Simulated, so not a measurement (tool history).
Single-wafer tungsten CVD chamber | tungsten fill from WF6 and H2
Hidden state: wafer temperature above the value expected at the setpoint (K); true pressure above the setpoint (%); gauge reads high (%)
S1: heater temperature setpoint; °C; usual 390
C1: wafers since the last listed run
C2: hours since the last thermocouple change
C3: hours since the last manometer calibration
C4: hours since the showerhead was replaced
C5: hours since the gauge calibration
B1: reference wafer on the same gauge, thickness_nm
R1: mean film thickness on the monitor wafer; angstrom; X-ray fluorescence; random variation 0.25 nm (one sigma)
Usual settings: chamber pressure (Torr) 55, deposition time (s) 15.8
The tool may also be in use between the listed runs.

run 1 hour=0 | S1=390 chamber_pressure_(Torr)=55 deposition_time_(s)=15.8 | C1=0 C2=104 C3=422.4 C4=2199.4 C5=381.5 | B1=41.105 | R1=504.08
run 2 hour=49.5 | S1=390 chamber_pressure_(Torr)=55 deposition_time_(s)=15.8 | C1=813 C2=153.5 C3=471.9 C4=2248.9 C5=431 | B1=41.019 | R1=504.73
run 3 hour=146 | S1=390 chamber_pressure_(Torr)=55 deposition_time_(s)=15.8 | C1=1585 C2=250 C3=568.4 C4=2345.4 C5=527.5 | B1=40.89 | R1=503.42
run 4 hour=204.6 | S1=390 chamber_pressure_(Torr)=55 deposition_time_(s)=15.8 | C1=962 C2=308.6 C3=627 C4=2404 C5=586.1 | B1=40.765 | R1=504.53
run 5 hour=271.6 | S1=390 chamber_pressure_(Torr)=55 deposition_time_(s)=15.8 | C1=1100 C2=375.6 C3=694 C4=2471 C5=653.1 | B1=40.705 | R1=500.32
-- hour=355.4 gauge calibrated
run 6 hour=366.3 | S1=390 chamber_pressure_(Torr)=55 deposition_time_(s)=15.8 | C1=1555 C2=470.3 C3=788.7 C4=2565.7 C5=10.9 | B1=41.436 | R1=510.24
-- hour=386.9 showerhead replaced
run 7 hour=460.5 | S1=390 chamber_pressure_(Torr)=55 deposition_time_(s)=15.8 | C1=1416 C2=564.5 C3=882.9 C4=73.6 C5=105.1 | B1=41.305 | R1=508.15
run 8 hour=511.8 | S1=390 chamber_pressure_(Torr)=55 deposition_time_(s)=15.8 | C1=842 C2=615.8 C3=934.2 C4=124.9 C5=156.4 | B1=41.239 | R1=505.88
run 9 hour=595.3 | S1=405 chamber_pressure_(Torr)=46.5 deposition_time_(s)=15.8 | C1=1371 C2=699.3 C3=1017.7 C4=208.4 C5=239.9 | B1=41.16 | R1=615.2
run 10 hour=641.2 | S1=398 chamber_pressure_(Torr)=42.6 deposition_time_(s)=18.5 | C1=754 C2=745.2 C3=1063.6 C4=254.3 C5=285.8 | B1=41.01 | R1=610.26
run 11 hour=710.8 | S1=390 chamber_pressure_(Torr)=55 deposition_time_(s)=15.8 | C1=1143 C2=814.8 C3=1133.2 C4=323.9 C5=355.4 | B1=40.938 | R1=497.73

Run 12 comes next. What will it give?
-- hour=749 capacitance manometer re-zeroed and calibrated
run 12 hour=767.5 | S1=390 chamber_pressure_(Torr)=55 deposition_time_(s)=15.8 | C1=800 C2=871.5 C3=18.5 C4=380.6 C5=412.1 | B1=? | R1=?

Run 12 gave B1 40.828, R1 498.31 angstrom.
Without the tool's hidden state the same run would have given R1 506.5 angstrom.
